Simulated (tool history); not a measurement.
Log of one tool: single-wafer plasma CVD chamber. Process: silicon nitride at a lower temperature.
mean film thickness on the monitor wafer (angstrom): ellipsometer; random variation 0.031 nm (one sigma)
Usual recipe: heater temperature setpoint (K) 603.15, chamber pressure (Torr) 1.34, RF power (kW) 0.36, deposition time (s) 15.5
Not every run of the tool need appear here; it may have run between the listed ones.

run	hour	heater temperature setpoint (K)	chamber pressure (Torr)	RF power (kW)	deposition time (s)	read-back reference wafer on the same gauge, thickness_nm	mean film thickness on the monitor wafer (angstrom)
1	0	603.15	1.34	0.36	15.5	21.795	193.11
2	17.1	603.15	1.34	0.36	15.5	21.802	193.95
3	34.8	603.15	1.34	0.36	15.5	21.791	193.73
4	47.7	603.15	1.34	0.305	15.5	21.799	168.41
5	58.3	603.15	1.34	0.305	15.5	21.803	168.46
6	68.8	603.15	1.34	0.305	15.5	21.8	168.38
7	84.5	603.15	1.34	0.36	15.5	21.808	193.22
8	94.3	603.15	1.34	0.36	15.5	21.807	193.97
9	103.8	603.15	1.34	0.36	15.5	21.807	193.65
# hour 104.6: gauge calibrated
10	116.9	603.15	1.34	0.36	15.5	21.792	193.52
# hour 125.9: thermocouple changed; heater temperature recalibrated
11	127.9	603.15	1.34	0.36	15.5	21.794	194.06
# hour 142.9: capacitance manometer re-zeroed and calibrated
# hour 146.6: showerhead replaced
# hour 148: RF generator calibrated
12	148.5	612.15	1.18	0.36	15.5	21.806	201.76
13	149.1	603.15	1.34	0.36	15.5	21.801	208.67
14	163.3	603.15	1.63	0.39	15.5	21.79	231.2
15	175.7	603.15	1.53	0.415	17	21.796	261.33
16	183.9	603.15	1.34	0.36	15.5	21.795	207.87
17	190.5	595.15	1.34	0.335	15.5	21.808	196.72
18	202.2	594.15	1.34	0.42	18.5	21.797	277.93
19	220.1	603.15	1.34	0.36	15.5	21.81	207.09
20	226.9	589.15	1.15	0.4	17.7	21.803	247.49
21	243.4	603.15	1.66	0.305	15.5	21.801	189.6
22	257.3	603.15	1.34	0.36	15.5	21.806	206.49
23	266.4	596.15	1.54	0.395	16.4	21.794	243.13
# hour 273.3: gauge calibrated
24	281.1	614.15	1.64	0.36	13.9	21.795	193.36
25	289	593.15	1.34	0.36	15.5	21.792	206.83

Run-by-run hidden state of the tool:
wafer temperature above the value expected at the setpoint (K): 0 on each run
true pressure above the setpoint (%): 0 on each run
gauge reads high (%): 0 on each run
H1: delivered RF power above the setpoint (%)
run	H1
1	-8.75
2	-8.76
3	-8.78
4	-8.78
5	-8.79
6	-8.8
7	-8.81
8	-8.81
9	-8.82
10	-8.83
11	-8.83
12	-0.154
13	-0.16
14	-0.3
15	-0.421
16	-0.499
17	-0.562
18	-0.673
19	-0.838
20	-0.9
21	-1.05
22	-1.17
23	-1.25
24	-1.38
25	-1.44
